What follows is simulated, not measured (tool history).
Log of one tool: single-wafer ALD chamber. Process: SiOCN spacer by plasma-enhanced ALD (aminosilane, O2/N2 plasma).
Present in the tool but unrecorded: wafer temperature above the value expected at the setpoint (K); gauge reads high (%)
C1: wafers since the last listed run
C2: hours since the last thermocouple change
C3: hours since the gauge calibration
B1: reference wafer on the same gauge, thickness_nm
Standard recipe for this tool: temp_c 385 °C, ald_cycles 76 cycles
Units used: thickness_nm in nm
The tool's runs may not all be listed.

Run 1, hour 0.0: usual settings; C1 0; C2 2027.7; C3 62.9; B1 4.076. Result: thickness_nm 4.586 nm.
Run 2, hour 14.2: usual settings; C1 50; C2 2041.9; C3 77.1; B1 4.081. Result: thickness_nm 4.624 nm.
Run 3, hour 22.5: usual settings; C1 29; C2 2050.2; C3 85.4; B1 4.080. Result: thickness_nm 4.616 nm.
Run 4, hour 36.5: usual settings; C1 50; C2 2064.2; C3 99.4; B1 4.083. Result: thickness_nm 4.612 nm.
Run 5, hour 49.9: usual settings; C1 48; C2 2077.6; C3 112.8; B1 4.077. Result: thickness_nm 4.613 nm.
Run 6, hour 63.9: usual settings; C1 50; C2 2091.6; C3 126.8; B1 4.080. Result: thickness_nm 4.613 nm.
Run 7, hour 72.5: usual settings; C1 30; C2 2100.2; C3 135.4; B1 4.081. Result: thickness_nm 4.608 nm.
Run 8, hour 82.8: usual settings; C1 36; C2 2110.5; C3 145.7; B1 4.080. Result: thickness_nm 4.603 nm.
At hour 90.5: gauge calibrated.
At hour 98.1: thermocouple changed; heater temperature recalibrated.
Run 9, hour 98.6: usual settings but temp_c 372 °C, ald_cycles 66 cycles; C1 27; C2 0.5; C3 8.1; B1 4.082. Result: thickness_nm 4.005 nm.
Run 10, hour 103.5: usual settings but temp_c 379 °C, ald_cycles 84 cycles; C1 17; C2 5.4; C3 13.0; B1 4.081. Result: thickness_nm 5.094 nm.
Run 11, hour 110.4: usual settings but ald_cycles 86 cycles; C1 24; C2 12.3; C3 19.9; B1 4.077. Result: thickness_nm 5.225 nm.
Run 12, hour 119.9: usual settings; C1 34; C2 21.8; C3 29.4; B1 4.083. Result: thickness_nm 4.631 nm.
Run 13, hour 126.7: usual settings but temp_c 374 °C; C1 24; C2 28.6; C3 36.2; B1 4.079. Result: thickness_nm 4.616 nm.
Run 14, hour 144.1: usual settings but temp_c 395 °C, ald_cycles 70 cycles; C1 62; C2 46.0; C3 53.6; B1 4.076. Result: thickness_nm 4.253 nm.
Run 15, hour 150.8: usual settings but temp_c 374 °C, ald_cycles 68 cycles; C1 24; C2 52.7; C3 60.3; B1 4.083. Result: thickness_nm 4.133 nm.
Run 16, hour 196.6: usual settings but temp_c 372 °C, ald_cycles 91 cycles; C1 164; C2 98.5; C3 106.1; B1 4.077. Result: thickness_nm 5.507 nm.
Run 17, hour 210.6: usual settings; C1 50; C2 112.5; C3 120.1; B1 4.083. Result: thickness_nm 4.607 nm.

For each entry between runs, how does the tool's hidden state at the last listed run before it compare with that at the first listed run after it?
Between runs 8 and 9: gauge calibrated (hour 90.5); thermocouple changed; heater temperature recalibrated (hour 98.1)
  no hidden state differs between the two runs
